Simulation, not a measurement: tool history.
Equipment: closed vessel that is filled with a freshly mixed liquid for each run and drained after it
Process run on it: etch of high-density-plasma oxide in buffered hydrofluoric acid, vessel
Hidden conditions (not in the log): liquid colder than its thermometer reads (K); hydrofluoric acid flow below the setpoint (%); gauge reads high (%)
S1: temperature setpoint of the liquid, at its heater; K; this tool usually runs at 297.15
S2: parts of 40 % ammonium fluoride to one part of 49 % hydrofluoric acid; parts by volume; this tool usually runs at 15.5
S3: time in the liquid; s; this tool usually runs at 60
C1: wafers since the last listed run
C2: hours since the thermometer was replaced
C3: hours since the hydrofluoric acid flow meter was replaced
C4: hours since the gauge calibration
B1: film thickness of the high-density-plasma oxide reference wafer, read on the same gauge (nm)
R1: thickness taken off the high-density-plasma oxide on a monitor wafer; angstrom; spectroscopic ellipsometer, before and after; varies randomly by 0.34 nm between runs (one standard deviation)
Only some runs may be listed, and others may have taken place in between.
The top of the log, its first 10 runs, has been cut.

{"run": 11, "hour": 673.3, "S1": 297.15, "S2": 12.5, "S3": 60, "C1": 6703, "C2": 1790.2, "C3": 261.7, "C4": 2316.8, "B1": 29.99, "R1": 742.1}
{"run": 12, "hour": 776.0, "S1": 297.15, "S2": 15.5, "S3": 60, "C1": 13394, "C2": 1892.9, "C3": 364.4, "C4": 2419.5, "B1": 30.01, "R1": 598.2}
{"run": 13, "hour": 864.7, "S1": 297.15, "S2": 15.5, "S3": 60, "C1": 11568, "C2": 1981.6, "C3": 453.1, "C4": 2508.2, "B1": 29.99, "R1": 600.3}
{"run": 14, "hour": 906.8, "S1": 297.15, "S2": 21, "S3": 50, "C1": 5490, "C2": 2023.7, "C3": 495.2, "C4": 2550.3, "B1": 30.02, "R1": 375.6}
{"run": 15, "hour": 975.3, "S1": 299.65, "S2": 13.5, "S3": 70, "C1": 8934, "C2": 2092.2, "C3": 563.7, "C4": 2618.8, "B1": 30, "R1": 913.1}
{"hour": 1009.2, "done": "hydrofluoric acid flow meter replaced"}
{"hour": 1092.0, "done": "thermometer replaced"}
{"run": 16, "hour": 1201.1, "S1": 295.65, "S2": 11.5, "S3": 60, "C1": 29189, "C2": 109.1, "C3": 191.9, "C4": 2844.6, "B1": 30, "R1": 709.5}
{"hour": 1287.7, "done": "gauge calibrated"}
{"run": 17, "hour": 1296.4, "S1": 297.15, "S2": 15.5, "S3": 60, "C1": 12429, "C2": 204.4, "C3": 287.2, "C4": 8.7, "B1": 29.99, "R1": 576.4}
{"run": 18, "hour": 1355.1, "S1": 292.65, "S2": 12, "S3": 90, "C1": 7655, "C2": 263.1, "C3": 345.9, "C4": 67.4, "B1": 29.97, "R1": 855.9}
{"hour": 1416.5, "done": "thermometer replaced, repeated, since the last time left the tool worse"}
{"run": 19, "hour": 1450.1, "S1": 294.15, "S2": 19, "S3": 85, "C1": 12259, "C2": 33.6, "C3": 440.9, "C4": 162.4, "B1": 29.99, "R1": 615.5}
{"run": 20, "hour": 1501.2, "S1": 297.15, "S2": 15.5, "S3": 85, "C1": 6664, "C2": 84.7, "C3": 492, "C4": 213.5, "B1": 29.99, "R1": 883.6}
{"run": 21, "hour": 1564.6, "S1": 300.15, "S2": 15.5, "S3": 95, "C1": 8268, "C2": 148.1, "C3": 555.4, "C4": 276.9, "B1": 29.97, "R1": 1160.3}
{"hour": 1582.7, "done": "hydrofluoric acid flow meter replaced"}
{"run": 22, "hour": 1641.4, "S1": 300.15, "S2": 20, "S3": 30, "C1": 9886, "C2": 224.9, "C3": 58.7, "C4": 353.7, "B1": 30, "R1": 285.1}
{"run": 23, "hour": 1685.0, "S1": 295.15, "S2": 15.5, "S3": 30, "C1": 5686, "C2": 268.5, "C3": 102.3, "C4": 397.3, "B1": 30.01, "R1": 277.6}
{"run": 24, "hour": 1745.6, "S1": 299.15, "S2": 10, "S3": 60, "C1": 7903, "C2": 329.1, "C3": 162.9, "C4": 457.9, "B1": 30.02, "R1": 1056.5}
{"run": 25, "hour": 1828.6, "S1": 297.15, "S2": 15.5, "S3": 60, "C1": 10825, "C2": 412.1, "C3": 245.9, "C4": 540.9, "B1": 30, "R1": 622.5}
{"run": 26, "hour": 1918.7, "S1": 297.15, "S2": 12.5, "S3": 60, "C1": 11751, "C2": 502.2, "C3": 336, "C4": 631, "B1": 29.99, "R1": 770.3}
{"run": 27, "hour": 1966.2, "S1": 297.15, "S2": 15.5, "S3": 60, "C1": 6195, "C2": 549.7, "C3": 383.5, "C4": 678.5, "B1": 29.98, "R1": 621.6}
{"run": 28, "hour": 2021.5, "S1": 301.15, "S2": 9.5, "S3": 60, "C1": 7212, "C2": 605, "C3": 438.8, "C4": 733.8, "B1": 29.98, "R1": 1213.1}
{"run": 29, "hour": 2119.9, "S1": 297.15, "S2": 20.5, "S3": 40, "C1": 12833, "C2": 703.4, "C3": 537.2, "C4": 832.2, "B1": 30, "R1": 318.3}
{"hour": 2124.6, "done": "hydrofluoric acid flow meter replaced"}
{"run": 30, "hour": 2158.9, "S1": 297.15, "S2": 12, "S3": 35, "C1": 4956, "C2": 742.4, "C3": 34.3, "C4": 871.2, "B1": 29.99, "R1": 461.6}

What if the next run were any one of these 5? Each begins from the tool's condition after run 30:
{"run": "A", "hour": 2159.6, "S1": 297.15, "S2": 15.5, "S3": 90, "C1": 91, "C2": 743.1, "C3": 35, "C4": 871.9, "B1": "?", "R1": "?"}
{"run": "B", "hour": 2159.6, "S1": 294.65, "S2": 21, "S3": 60, "C1": 91, "C2": 743.1, "C3": 35, "C4": 871.9, "B1": "?", "R1": "?"}
{"run": "C", "hour": 2159.6, "S1": 297.15, "S2": 15.5, "S3": 30, "C1": 91, "C2": 743.1, "C3": 35, "C4": 871.9, "B1": "?", "R1": "?"}
{"run": "D", "hour": 2159.6, "S1": 297.15, "S2": 19.5, "S3": 60, "C1": 91, "C2": 743.1, "C3": 35, "C4": 871.9, "B1": "?", "R1": "?"}
{"run": "E", "hour": 2159.6, "S1": 297.15, "S2": 10, "S3": 60, "C1": 91, "C2": 743.1, "C3": 35, "C4": 871.9, "B1": "?", "R1": "?"}

run=A B1=29.99 R1=930.8
run=B B1=29.99 R1=406.4
run=C B1=29.99 R1=310.3
run=D B1=29.99 R1=494.9
run=E B1=29.99 R1=952.6
Without the tool's hidden state the same runs would have given:
run=A R1=954.5
run=B R1=417
run=C R1=318.2
run=D R1=507.5
run=E R1=976.9
